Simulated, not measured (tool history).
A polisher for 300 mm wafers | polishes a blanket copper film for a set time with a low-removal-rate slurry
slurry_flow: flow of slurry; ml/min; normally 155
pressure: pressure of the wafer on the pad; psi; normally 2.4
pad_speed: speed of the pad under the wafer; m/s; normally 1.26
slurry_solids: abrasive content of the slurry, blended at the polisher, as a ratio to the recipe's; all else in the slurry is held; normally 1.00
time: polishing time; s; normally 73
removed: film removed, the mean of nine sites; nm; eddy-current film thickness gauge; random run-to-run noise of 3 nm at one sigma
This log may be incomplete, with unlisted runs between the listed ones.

run	day	slurry_flow	pressure	pad_speed	slurry_solids	time	incoming thickness of the incoming film, nm	removed
1	0.000	155	2.4	1.26	1.00	82	1344.6	223.8
2	4.392	155	2.4	1.26	1.00	82	1362.9	206.1
3	6.288	155	2.4	1.26	1.00	73	1353.2	184.4
4	8.688	155	2.4	1.26	1.00	73	1353.6	181.4
5	11.425	155	2.4	1.26	1.00	73	1363.1	173.2
6	15.675	155	2.4	1.26	1.00	73	1373.7	163.0
7	19.479	155	2.4	1.26	1.00	73	1360.0	185.0
8	22.879	155	2.4	1.26	1.00	73	1370.5	193.8
9	25.121	155	2.6	1.26	1.00	73	1340.3	205.1
10	27.512	155	2.6	1.26	1.00	73	1387.8	190.8
11	31.512	155	2.4	1.26	0.75	64	1335.5	152.4
12	33.442	155	2.1	1.26	1.00	73	1376.1	164.0
13	35.650	155	2.4	1.64	1.25	62	1353.5	193.8
14	38.012	135	3.0	1.26	1.00	60	1369.4	156.0
15	41.038	135	2.7	1.26	1.00	82	1360.4	219.7
16	43.854	155	2.6	1.26	1.00	89	1359.4	233.2
17	47.317	155	2.4	1.26	1.00	73	1340.0	195.5
18	50.888	155	2.4	1.26	1.00	73	1379.3	187.9
19	52.638	110	2.9	0.88	1.00	59	1380.7	107.2
20	55.688	155	2.4	1.26	1.00	73	1362.7	182.3
21	58.058	155	1.9	1.26	1.30	83	1382.5	184.7
22	62.508	155	2.4	1.26	1.00	73	1338.2	183.7
23	66.412	125	2.4	1.26	1.00	73	1352.9	172.5
24	70.479	125	2.4	1.26	1.00	73	1362.8	174.8
25	74.950	155	2.4	1.50	1.15	73	1335.4	230.0
26	78.329	180	2.4	0.88	1.00	98	1367.6	174.7
27	80.717	155	1.6	1.42	0.70	80	1371.6	160.0
28	82.296	155	3.0	1.26	1.00	73	1371.4	194.5
29	84.600	155	3.0	1.08	1.00	73	1358.2	164.1

Put back what was entered between runs (14 entries, withheld): which listed runs does each sit between, and how does the hidden state differ from the listed run before to the listed run after?
After run 3, before run 4: slurry nozzle cleaned (day 7.308)
  removal rate lost through wear of the pad, %: 4.61 -> 6.12; deviation of the head's pressure from its setpoint, %: -7.08 -> -7.91
  difference, measured minus the result without the unlogged condition, removed: -17.5 -> -21.5 nm
After run 5, before run 6: slurry blender recalibrated (day 12.362)
  removal rate lost through wear of the pad, %: 8.15 -> 12; deviation of the head's pressure from its setpoint, %: -8.62 -> -9.38
  difference, measured minus the result without the unlogged condition, removed: -25.7 -> -33.3 nm
After run 6, before run 7: worn pad replaced by a new one (day 18.312)
  removal rate lost through wear of the pad, %: 12 -> 2.09; deviation of the head's pressure from its setpoint, %: -9.38 -> -9.82
  difference, measured minus the result without the unlogged condition, removed: -33.3 -> -15.8 nm
After run 7, before run 8: head pressure recalibrated (day 21.204)
  removal rate lost through wear of the pad, %: 2.09 -> 2.53; deviation of the head's pressure from its setpoint, %: -9.82 -> -1.81
  difference, measured minus the result without the unlogged condition, removed: -15.8 -> -7.2 nm
After run 11, before run 12: slurry nozzle cleaned (day 31.867); slurry blender recalibrated (day 32.696)
  removal rate lost through wear of the pad, %: 6.01 -> 7.26; deviation of the head's pressure from its setpoint, %: -8.2 -> -8.98
  difference, measured minus the result without the unlogged condition, removed: -18.1 -> -22.9 nm
After run 14, before run 15: worn pad replaced by a new one (day 41.017)
  removal rate lost through wear of the pad, %: 10.9 -> 0.327; deviation of the head's pressure from its setpoint, %: -10.3 -> -10.9
  difference, measured minus the result without the unlogged condition, removed: -30.5 -> -16.1 nm
After run 16, before run 17: head pressure recalibrated (day 46.704)
  removal rate lost through wear of the pad, %: 0.51 -> 1.23; deviation of the head's pressure from its setpoint, %: -11.3 -> -1.73
  difference, measured minus the result without the unlogged condition, removed: -18.2 -> -4.5 nm
After run 20, before run 21: slurry nozzle cleaned (day 55.796)
  removal rate lost through wear of the pad, %: 5.22 -> 6.93; deviation of the head's pressure from its setpoint, %: -8.76 -> -9.84
  difference, measured minus the result without the unlogged condition, removed: -20.7 -> -26.2 nm
After run 21, before run 22: slurry blender recalibrated (day 58.475); worn pad replaced by a new one (day 60.675)
  removal rate lost through wear of the pad, %: 6.93 -> 0.699; deviation of the head's pressure from its setpoint, %: -9.84 -> -11.3
  difference, measured minus the result without the unlogged condition, removed: -26.2 -> -14.7 nm
After run 24, before run 25: head pressure recalibrated (day 74.225)
  removal rate lost through wear of the pad, %: 2.81 -> 5.25; deviation of the head's pressure from its setpoint, %: -12.6 -> -0.915
  difference, measured minus the result without the unlogged condition, removed: -19.7 -> -14.1 nm
After run 26, before run 27: slurry blender recalibrated (day 78.571)
  removal rate lost through wear of the pad, %: 7.7 -> 9.75; deviation of the head's pressure from its setpoint, %: -4.48 -> -6.32
  difference, measured minus the result without the unlogged condition, removed: -19.8 -> -24.3 nm
After run 27, before run 28: slurry nozzle cleaned (day 81.000)
  removal rate lost through wear of the pad, %: 9.75 -> 11.2; deviation of the head's pressure from its setpoint, %: -6.32 -> -7.31
  difference, measured minus the result without the unlogged condition, removed: -24.3 -> -34.7 nm

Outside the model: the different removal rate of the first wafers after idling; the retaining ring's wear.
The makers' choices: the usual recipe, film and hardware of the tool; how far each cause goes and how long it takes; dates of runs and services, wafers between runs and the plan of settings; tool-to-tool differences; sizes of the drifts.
